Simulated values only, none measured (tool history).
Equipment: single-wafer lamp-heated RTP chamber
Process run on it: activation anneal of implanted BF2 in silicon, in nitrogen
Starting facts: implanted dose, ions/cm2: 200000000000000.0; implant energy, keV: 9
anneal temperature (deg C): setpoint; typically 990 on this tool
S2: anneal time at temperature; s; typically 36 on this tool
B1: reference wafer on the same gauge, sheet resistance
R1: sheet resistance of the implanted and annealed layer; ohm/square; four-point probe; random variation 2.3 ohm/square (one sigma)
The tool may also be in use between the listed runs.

Run 1, hour 0.0: usual settings; B1 632.40. Result: R1 560.27 ohm/square.
Run 2, hour 29.7: usual settings; B1 630.57. Result: R1 553.31 ohm/square.
At hour 59.0: pyrometer window cleaned and pyrometer calibrated.
Run 3, hour 59.5: usual settings; B1 630.25. Result: R1 555.92 ohm/square.
Run 4, hour 80.8: usual settings but S2 23 s; B1 630.24. Result: R1 568.83 ohm/square.
Run 5, hour 110.7: usual settings but S2 23 s; B1 631.00. Result: R1 569.15 ohm/square.
Run 6, hour 127.8: usual settings but S2 31 s; B1 630.98. Result: R1 559.45 ohm/square.
Run 7, hour 159.3: usual settings; B1 631.62. Result: R1 560.66 ohm/square.
Run 8, hour 175.0: usual settings; B1 630.02. Result: R1 556.11 ohm/square.
Run 9, hour 195.8: usual settings but S2 26 s; B1 631.21. Result: R1 557.52 ohm/square.
At hour 225.3: reflector plate cleaned.
At hour 229.2: pyrometer window cleaned and pyrometer calibrated.
Run 10, hour 229.7: usual settings; B1 631.15. Result: R1 553.64 ohm/square.
Run 11, hour 259.4: usual settings; B1 631.71. Result: R1 561.15 ohm/square.
Run 12, hour 278.0: usual settings; B1 629.47. Result: R1 554.78 ohm/square.
Run 13, hour 312.9: usual settings; B1 630.21. Result: R1 553.97 ohm/square.
Run 14, hour 327.9: usual settings; B1 631.46. Result: R1 555.75 ohm/square.
At hour 404.7: pyrometer window cleaned and pyrometer calibrated.
At hour 409.8: gauge calibrated.
Run 15, hour 420.6: usual settings but S2 41 s; B1 631.95. Result: R1 552.82 ohm/square.
Run 16, hour 440.8: usual settings but anneal temperature (deg C) 979, S2 17 s; B1 631.84. Result: R1 578.81 ohm/square.
Run 17, hour 518.5: usual settings but anneal temperature (deg C) 976, S2 30 s; B1 630.80. Result: R1 576.38 ohm/square.
Run 18, hour 539.8: usual settings; B1 631.84. Result: R1 553.36 ohm/square.
At hour 547.8: reflector plate cleaned.
Run 19, hour 558.2: usual settings but anneal temperature (deg C) 976, S2 30 s; B1 630.91. Result: R1 571.50 ohm/square.
Run 20, hour 583.3: usual settings but anneal temperature (deg C) 1006, S2 16 s; B1 631.81. Result: R1 560.47 ohm/square.
At hour 604.9: pyrometer window cleaned and pyrometer calibrated.
Run 21, hour 607.2: usual settings but anneal temperature (deg C) 963; B1 630.28. Result: R1 580.38 ohm/square.
Run 22, hour 626.9: usual settings; B1 630.83. Result: R1 556.13 ohm/square.
Run 23, hour 662.0: usual settings but anneal temperature (deg C) 973, S2 27 s; B1 630.81. Result: R1 574.20 ohm/square.
Run 24, hour 697.1: usual settings but S2 23 s; B1 630.01. Result: R1 562.83 ohm/square.
Run 25, hour 732.4: usual settings; B1 630.53. Result: R1 556.89 ohm/square.
Run 26, hour 752.2: usual settings but anneal temperature (deg C) 968; B1 631.75. Result: R1 574.30 ohm/square.
At hour 776.5: pyrometer window cleaned and pyrometer calibrated.
Run 27, hour 785.7: usual settings; B1 630.71. Result: R1 555.03 ohm/square.
Run 28, hour 809.7: usual settings but S2 50 s; B1 631.21. Result: R1 549.00 ohm/square.
At hour 837.5: reflector plate cleaned.
Run 29, hour 843.9: usual settings but anneal temperature (deg C) 969, S2 53 s; B1 631.50. Result: R1 569.80 ohm/square.
Run 30, hour 877.3: usual settings but anneal temperature (deg C) 969, S2 29 s; B1 631.89. Result: R1 579.63 ohm/square.

Predict each of these 4 candidate next runs independently; none follows another, all start after run 30:
Run A, hour 877.7: usual settings; B1 ?. Result: R1 ?.
Run B, hour 877.7: usual settings but anneal temperature (deg C) 1014, S2 52 s; B1 ?. Result: R1 ?.
Run C, hour 877.7: usual settings but S2 21 s; B1 ?. Result: R1 ?.
Run D, hour 877.7: usual settings but anneal temperature (deg C) 980; B1 ?. Result: R1 ?.

run      B1      R1
  A  631.41  557.67
  B  631.41  530.60
  C  631.41  569.12
  D  631.41  565.99
Had the tool no hidden state, the same runs would have come out as:
run      R1
  A  557.67
  B  530.60
  C  569.12
  D  565.99
